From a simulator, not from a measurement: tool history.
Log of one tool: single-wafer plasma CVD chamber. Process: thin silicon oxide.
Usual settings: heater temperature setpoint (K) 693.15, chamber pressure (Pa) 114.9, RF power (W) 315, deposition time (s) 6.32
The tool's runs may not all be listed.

run,hour,heater temperature setpoint (K),chamber pressure (Pa),RF power (W),deposition time (s),"read-back reference wafer on the same gauge, thickness_nm",mean film thickness on the monitor wafer (angstrom)
1,0.0,693.15,114.9,315,6.32,9.299,112.18
2,11.8,693.15,114.9,315,6.32,9.298,111.24
3,28.9,693.15,114.9,315,6.32,9.304,111.23
4,39.5,693.15,114.9,315,6.32,9.298,111.54
5,56.6,693.15,114.9,315,6.76,9.305,118.33
6,66.7,693.15,114.9,315,6.76,9.275,119.22
7,80.8,701.15,114.9,315,6.32,9.295,111.77
# hour 86.3: gauge calibrated
# hour 92.8: RF generator calibrated
8,93.3,701.15,114.9,315,6.32,9.309,111.11
9,94.6,693.15,114.9,315,6.32,9.298,111.90
10,109.3,693.15,114.9,315,6.32,9.325,111.62
11,126.9,693.15,114.9,315,6.32,9.297,112.53
# hour 158.3: thermocouple changed; heater temperature recalibrated
# hour 162.9: capacitance manometer re-zeroed and calibrated
12,176.5,708.15,124.9,270,7.14,9.318,125.13
13,190.1,693.15,114.9,315,6.32,9.315,111.31
14,205.5,689.15,97.5,270,7.03,9.279,109.57
15,214.3,693.15,100.8,315,6.32,9.291,104.91
16,222.9,693.15,114.9,350,6.32,9.300,115.39
17,229.5,693.15,114.9,315,5.15,9.291,90.60
18,239.7,693.15,106.7,315,6.32,9.298,107.85
19,256.8,685.15,114.9,315,5.82,9.302,104.06
# hour 271.8: showerhead replaced
20,272.3,693.15,114.9,340,6.32,9.292,114.94
21,278.1,706.15,133.2,295,6.32,9.307,117.43
22,316.5,704.15,114.9,315,7.09,9.305,124.05
23,328.6,693.15,114.9,315,7.28,9.295,128.06
24,341.6,693.15,106.7,315,6.32,9.280,107.76
25,359.4,693.15,98.8,315,6.32,9.310,103.96
26,372.4,693.15,114.9,340,6.85,9.308,124.29
27,387.0,693.15,114.9,315,6.32,9.292,110.93
28,402.9,683.15,114.9,315,6.32,9.291,113.46

5 ways to go on from here, each from the tool as it stands after run 28. What would each give?
A,403.3,693.15,101.6,315,6.32,?,?
B,403.3,693.15,131.9,350,6.32,?,?
C,403.3,704.15,104.8,315,6.71,?,?
D,403.3,693.15,134.4,345,6.32,?,?
E,403.3,693.15,124.8,315,6.32,?,?

run,"read-back reference wafer on the same gauge, thickness_nm",mean film thickness on the monitor wafer (angstrom)
A,9.284,104.47
B,9.284,122.98
C,9.284,111.91
D,9.284,123.70
E,9.284,115.93
Without the tool's hidden state the same runs would have given:
run,mean film thickness on the monitor wafer (angstrom)
A,104.47
B,122.98
C,111.91
D,123.70
E,115.93
